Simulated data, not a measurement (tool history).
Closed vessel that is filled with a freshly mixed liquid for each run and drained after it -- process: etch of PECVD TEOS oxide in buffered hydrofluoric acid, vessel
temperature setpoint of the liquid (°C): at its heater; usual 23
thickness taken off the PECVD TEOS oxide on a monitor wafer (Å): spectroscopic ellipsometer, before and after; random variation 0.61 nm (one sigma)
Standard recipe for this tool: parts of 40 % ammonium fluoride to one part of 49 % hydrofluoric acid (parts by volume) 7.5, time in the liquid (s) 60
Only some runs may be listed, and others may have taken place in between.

run,hour,temperature setpoint of the liquid (°C),parts of 40 % ammonium fluoride to one part of 49 % hydrofluoric acid (parts by volume),time in the liquid (s),"read-back film thickness of the PECVD TEOS oxide reference wafer, read on the same gauge (nm)",thickness taken off the PECVD TEOS oxide on a monitor wafer (Å)
1,0,23,7.5,60,99.96,1255
2,18.4,23,7.5,60,100.02,1261.3
3,40.3,23,7.5,60,99.98,1259.5
4,58.4,23,7.5,60,100.03,1262.6
5,81.3,23,7.5,60,99.96,1270.2
6,97.9,23,7.5,60,99.99,1269.3
7,132.9,23,7.5,60,100.01,1279.1
# hour 140.8: hydrofluoric acid flow meter replaced
# hour 143.5: thermometer replaced
8,232.4,23,8.5,60,100.02,990
9,260.2,23,8.5,60,100.02,988.5
# hour 270.6: gauge calibrated
10,273.2,23,6,40,100.02,931.4
11,304.2,21,5.5,50,100.03,1117.3
12,321,23,7.5,60,100.03,1141.2
13,337.4,27.5,8.5,90,100,1912.9
14,359.3,23,7.5,85,99.99,1619.7
15,384.3,23,7.5,70,99.98,1345.1
16,408.8,19.5,10,75,99.98,896.9
17,424,26,7.5,45,99.98,1023
18,445.2,23,7.5,60,99.96,1152

Predict each of these 3 candidate next runs independently; none follows another, all start after run 18:
A,445.9,23,7.5,60,?,?
B,445.9,28,7.5,60,?,?
C,445.9,23,7.5,45,?,?

run,"read-back film thickness of the PECVD TEOS oxide reference wafer, read on the same gauge (nm)",thickness taken off the PECVD TEOS oxide on a monitor wafer (Å)
A,100.02,1156.9
B,100.02,1514.8
C,100.02,867.6
Stripped of hidden state, with their random variation kept, the same runs would have yielded:
run,thickness taken off the PECVD TEOS oxide on a monitor wafer (Å)
A,1115.4
B,1460.7
C,836.6
